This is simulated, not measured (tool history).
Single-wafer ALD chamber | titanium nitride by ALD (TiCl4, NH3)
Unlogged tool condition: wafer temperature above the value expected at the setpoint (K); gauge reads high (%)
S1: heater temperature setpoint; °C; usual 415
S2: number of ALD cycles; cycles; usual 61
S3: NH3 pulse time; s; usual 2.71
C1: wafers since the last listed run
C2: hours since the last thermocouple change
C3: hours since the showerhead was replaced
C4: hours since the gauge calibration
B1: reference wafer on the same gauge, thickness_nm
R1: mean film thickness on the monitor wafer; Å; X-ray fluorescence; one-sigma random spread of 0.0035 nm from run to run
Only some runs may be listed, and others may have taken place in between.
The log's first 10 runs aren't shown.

run     day   S1  S2    S3   C1      C2      C3     C4     B1     R1
 11   8.633  415  61  2.71  160  2250.8  3512.4  153.2  1.405  14.18
 12   9.242  415  61  2.71   67  2265.4    3527  167.8  1.406   14.2
 13  10.188  415  61  2.71  105  2288.1  3549.7  190.5  1.407   14.2
 14  11.138  415  61  2.71  105  2310.9  3572.5  213.3  1.407  14.22
 15  11.896  415  61  2.71   84  2329.1  3590.7  231.5  1.408  14.14
 16    12.5  409  61  3.45   67  2343.6  3605.2    246  1.409  14.29
 17  13.171  415  61  2.71   74  2359.7  3621.3  262.1  1.409  14.25
     14.596  -- thermocouple changed; heater temperature recalibrated
 18  14.617  429  61  2.26  123     0.5    3656  296.8  1.409  14.16
 19  15.479  415  66  3.63   95    21.2  3676.7  317.5  1.411  15.56
 20  16.088  408  70  2.29   67    35.8  3691.3  332.1   1.41  16.24
     17.162  -- showerhead replaced
 21  17.183  430  56   3.4   84    62.1     0.5  358.4  1.412  13.19
 22  17.488  415  52  2.71   33    69.4     7.8  365.7  1.411  12.13
     18.125  -- gauge calibrated
 23  18.729  409  61  2.71  137    99.2    37.6   14.5  1.389  14.09

Run 24 has not been measured yet. What should we expect?
 24  19.679  429  61  2.71  105  122  60.4  37.3   ?   ?

{"run 24": {"B1": 1.394, "R1": 14.09}}
Were there no unlogged condition in the tool, this run, its random variation unchanged, would have produced R1 14.05 Å.
